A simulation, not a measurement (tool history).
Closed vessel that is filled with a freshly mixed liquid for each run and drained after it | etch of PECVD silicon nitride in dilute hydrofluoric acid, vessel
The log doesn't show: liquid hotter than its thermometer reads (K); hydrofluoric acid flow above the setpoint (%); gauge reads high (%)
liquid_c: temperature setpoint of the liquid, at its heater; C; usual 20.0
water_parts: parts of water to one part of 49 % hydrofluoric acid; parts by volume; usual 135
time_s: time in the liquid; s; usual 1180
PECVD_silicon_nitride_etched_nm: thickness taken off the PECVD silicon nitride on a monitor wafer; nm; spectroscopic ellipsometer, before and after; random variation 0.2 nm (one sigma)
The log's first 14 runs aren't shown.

run,hour,liquid_c,water_parts,time_s,wafers since the last listed run,hours since the thermometer was replaced,hours since the hydrofluoric acid flow meter was replaced,hours since the gauge calibration,"read-back film thickness of the PECVD silicon nitride reference wafer, read on the same gauge (nm)",PECVD_silicon_nitride_etched_nm
15,367.9,22.5,180,640,1272,161.6,1155.9,1092.0,80.02,13.75
# hour 397.2: thermometer replaced, repeated, since the last time left the tool worse
16,398.4,17.0,110,1805,1668,1.2,1186.4,1122.5,80.04,37.41
17,430.9,25.0,195,965,1837,33.7,1218.9,1155.0,79.96,19.33
18,463.0,23.5,105,995,1815,65.8,1251.0,1187.1,80.02,34.19
19,479.3,20.0,175,1180,921,82.1,1267.3,1203.4,79.99,19.54
# hour 487.6: gauge calibrated
20,513.7,20.0,135,1560,1945,116.5,1301.7,26.1,80.03,33.29
# hour 520.2: hydrofluoric acid flow meter replaced
21,531.8,20.0,70,1535,966,134.6,11.6,44.2,80.02,62.02
22,554.1,20.0,135,1560,1260,156.9,33.9,66.5,80.03,33.03
23,574.1,20.0,135,1560,1130,176.9,53.9,86.5,80.01,33.17
24,587.2,21.5,175,555,740,190.0,67.0,99.6,79.99,10.25
25,611.9,20.0,135,1180,1396,214.7,91.7,124.3,79.97,25.57
26,626.6,17.0,70,1655,831,229.4,106.4,139.0,80.04,55.25
27,652.5,17.0,190,970,1464,255.3,132.3,164.9,80.00,12.20

Run 28 comes next. What will it give?
28,669.8,18.0,85,1560,978,272.6,149.6,182.2,?,?

Run 28 gave read-back film thickness of the PECVD silicon nitride reference wafer, read on the same gauge (nm) 80.03, PECVD_silicon_nitride_etched_nm 44.87 nm.
Without the tool's hidden state the same run would have given PECVD_silicon_nitride_etched_nm 43.52 nm.

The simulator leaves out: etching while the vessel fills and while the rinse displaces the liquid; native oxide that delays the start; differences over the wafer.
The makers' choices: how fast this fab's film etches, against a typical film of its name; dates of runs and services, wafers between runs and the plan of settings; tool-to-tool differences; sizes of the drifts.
